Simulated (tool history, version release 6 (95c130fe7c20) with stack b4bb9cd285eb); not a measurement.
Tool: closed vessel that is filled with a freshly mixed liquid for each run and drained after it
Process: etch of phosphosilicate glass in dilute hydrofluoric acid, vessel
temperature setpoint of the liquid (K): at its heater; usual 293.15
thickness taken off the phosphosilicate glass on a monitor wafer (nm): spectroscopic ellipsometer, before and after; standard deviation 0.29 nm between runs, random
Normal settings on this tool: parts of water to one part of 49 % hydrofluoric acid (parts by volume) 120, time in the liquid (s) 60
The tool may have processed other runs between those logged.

run	hour	temperature setpoint of the liquid (K)	parts of water to one part of 49 % hydrofluoric acid (parts by volume)	time in the liquid (s)	wafers since the last listed run	hours since the thermometer was replaced	hours since the hydrofluoric acid flow meter was replaced	hours since the gauge calibration	read-back film thickness of the phosphosilicate glass reference wafer, read on the same gauge (nm)	thickness taken off the phosphosilicate glass on a monitor wafer (nm)
1	0	293.15	120	60	0	1474.9	228.7	354.3	40	34.6
2	40.2	293.15	120	60	3045	1515.1	268.9	394.5	40.01	34.67
3	91.5	293.15	120	60	3886	1566.4	320.2	445.8	40	34.8
4	163.3	290.65	105	60	5439	1638.2	392	517.6	39.99	37.22
5	207.7	290.65	105	60	3363	1682.6	436.4	562	39.99	36.8
6	302.8	293.15	90	60	7205	1777.7	531.5	657.1	40	48.08
# hour 316.6: hydrofluoric acid flow meter replaced
7	403.8	293.15	90	60	7576	1878.7	87.2	758.1	39.98	48.2
8	462.6	295.15	120	60	4454	1937.5	146	816.9	40	38.36
9	516.6	290.15	180	60	4091	1991.5	200	870.9	40.02	19.53
10	729.5	293.15	120	60	16130	2204.4	412.9	1083.8	40.01	35.54
11	828	290.15	165	75	7462	2302.9	511.4	1182.3	39.99	27.17
12	925.6	290.15	120	75	7394	2400.5	609	1279.9	40	39.78
# hour 932.3: thermometer replaced
13	979.8	295.65	75	80	4030	47.5	663.2	1334.1	40.01	83.97
# hour 992.8: hydrofluoric acid flow meter replaced
# hour 1011.8: gauge calibrated
14	1047.1	296.65	170	60	5023	114.8	54.3	35.3	39.98	25.67
15	1103	290.15	120	60	4235	170.7	110.2	91.2	39.99	29.15
16	1290.7	290.15	120	75	14221	358.4	297.9	278.9	39.99	36.83

Consider 5 possible next runs. They are alternatives, not a sequence: every one starts from the tool as it was left by run 16. What does each give?
A	1291.4	293.15	180	60	53	359.1	298.6	279.6	?	?
B	1291.4	290.65	160	95	53	359.1	298.6	279.6	?	?
C	1291.4	296.65	75	90	53	359.1	298.6	279.6	?	?
D	1291.4	293.15	120	75	53	359.1	298.6	279.6	?	?
E	1291.4	293.15	120	85	53	359.1	298.6	279.6	?	?

run	read-back film thickness of the phosphosilicate glass reference wafer, read on the same gauge (nm)	thickness taken off the phosphosilicate glass on a monitor wafer (nm)
A	40	21.01
B	40	34.6
C	40	97.92
D	40	41.99
E	40	47.59
With no hidden state in the tool, these same runs would have given:
run	thickness taken off the phosphosilicate glass on a monitor wafer (nm)
A	20.32
B	33.42
C	94.58
D	40.55
E	45.96
